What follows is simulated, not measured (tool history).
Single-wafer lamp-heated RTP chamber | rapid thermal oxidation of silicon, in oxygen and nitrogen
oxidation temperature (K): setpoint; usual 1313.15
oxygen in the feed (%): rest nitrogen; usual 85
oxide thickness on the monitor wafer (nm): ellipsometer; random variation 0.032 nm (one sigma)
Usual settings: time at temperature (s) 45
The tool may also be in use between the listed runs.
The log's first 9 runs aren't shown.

run,hour,oxidation temperature (K),time at temperature (s),oxygen in the feed (%),"read-back reference wafer on the same gauge, thickness",oxide thickness on the monitor wafer (nm)
10,411.1,1313.15,45,85,7.082,6.979
11,461.1,1313.15,45,85,7.057,7.069
# hour 500.5: pyrometer window cleaned and pyrometer calibrated
12,525.9,1313.15,45,85,7.077,6.758
13,577.9,1323.15,45,85,7.069,7.316
# hour 594.7: oxygen flow controller replaced
14,611.7,1313.15,45,98,7.068,7.196
15,641.6,1313.15,45,98,7.076,7.233
# hour 775.6: pyrometer window cleaned and pyrometer calibrated
16,776.1,1313.15,45,85,7.070,6.893
17,830.5,1313.15,58,85,7.072,7.742
18,877.9,1313.15,38,98,7.070,6.704
19,943.1,1299.15,60,98,7.074,7.493
20,969.5,1295.15,45,85,7.080,6.046
21,1023.8,1297.15,35,63,7.056,5.059
# hour 1056.5: pyrometer window cleaned and pyrometer calibrated
22,1057.0,1327.15,45,85,7.071,7.512
23,1094.1,1284.15,30,61,7.064,4.225
24,1141.7,1313.15,45,85,7.070,6.864
# hour 1162.6: gauge calibrated
25,1203.8,1304.15,29,98,7.051,5.628
26,1266.9,1313.15,32,65,7.068,5.494
27,1294.1,1286.15,45,73,7.070,5.455
28,1340.9,1305.15,45,95,7.060,6.865
# hour 1369.2: pyrometer window cleaned and pyrometer calibrated
29,1375.4,1330.15,59,57,7.073,7.483
30,1430.7,1313.15,45,85,7.074,6.815
31,1487.6,1326.15,45,61,7.059,6.668

Forecast each of these 3 alternatives for the next run:
A,1488.0,1313.15,45,85,?,?
B,1488.0,1304.15,54,98,?,?
C,1488.0,1313.15,45,71,?,?

run,"read-back reference wafer on the same gauge, thickness",oxide thickness on the monitor wafer (nm)
A,7.059,6.850
B,7.059,7.329
C,7.059,6.430
Without the tool's hidden state the same runs would have given:
run,oxide thickness on the monitor wafer (nm)
A,6.798
B,7.273
C,6.382

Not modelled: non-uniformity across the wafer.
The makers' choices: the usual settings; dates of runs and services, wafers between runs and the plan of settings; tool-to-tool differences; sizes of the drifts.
